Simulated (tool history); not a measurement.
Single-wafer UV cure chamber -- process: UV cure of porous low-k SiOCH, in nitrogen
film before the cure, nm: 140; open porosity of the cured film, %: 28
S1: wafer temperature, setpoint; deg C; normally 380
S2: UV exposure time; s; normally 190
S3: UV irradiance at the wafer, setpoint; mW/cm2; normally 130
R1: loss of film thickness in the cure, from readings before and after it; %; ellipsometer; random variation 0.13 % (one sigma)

run    hour   S1   S2   S3      R1
  1       0  380  215  130  14.958
  2    62.1  380  190  130  14.062
  3   127.2  380  190  130  14.103
  4   171.3  392  190  130  14.266
  5   239.4  392  190  130   14.27
  6   281.1  380  190  130  13.902
  7     316  380  190  130   13.96
  8   362.4  380  190  130  13.851
  9   412.4  380  190  130  13.643
 10   459.7  380  190  149  14.762
 11   511.1  380  190  130  13.585
 12   549.4  380  190  157  14.666
 13     609  380  190  157  14.426
 14   670.9  380  190  130  14.424
 15   700.8  380  190  130  14.435
 16   764.9  380  190  130  14.496
 17   792.1  392  245  130  16.054
 18   844.5  362  190  130  14.225
 19   899.6  375  190  130  14.367
 20   961.9  380  190  130  14.417
 21    1026  393  190  118  14.331
 22  1086.2  363   80   97   8.381
 23    1140  380  295  103  15.546
 24  1181.6  397   75   95   8.711
 25  1225.1  373  290  119  16.216
 26  1286.6  380  190  130  14.603
 27  1316.8  371  190   95  12.719
 28  1365.8  390  270  130   16.86
 29  1420.8  395   95  112  10.538
 30  1485.4  366  145  130  12.954
 31  1518.9  380  155  143  13.713
 32  1574.9  380  255  130  15.814
 33  1600.4  380  190  130  14.216
 34  1634.3  366  105  110  10.167

Withheld: 3 entries from between the runs. Position of each, and hidden state at the listed run before versus the listed run after:
In the gap between runs 13 and 14: UV bulbs replaced (hour 670.4)
  lamp output below its setpoint, %: 23 -> 7.03
  measured value less the no-hidden-state value, R1: -1.382 -> -0.381 %
In the gap between runs 15 and 16: quartz window cleaned (hour 728)
  lamp output below its setpoint, %: 7.03 -> 7.06
  measured value less the no-hidden-state value, R1: -0.382 -> -0.385 %
In the gap between runs 29 and 30: quartz window cleaned (hour 1440)
  lamp output below its setpoint, %: 9.14 -> 9.52
  measured value less the no-hidden-state value, R1: -0.474 -> -0.52 %

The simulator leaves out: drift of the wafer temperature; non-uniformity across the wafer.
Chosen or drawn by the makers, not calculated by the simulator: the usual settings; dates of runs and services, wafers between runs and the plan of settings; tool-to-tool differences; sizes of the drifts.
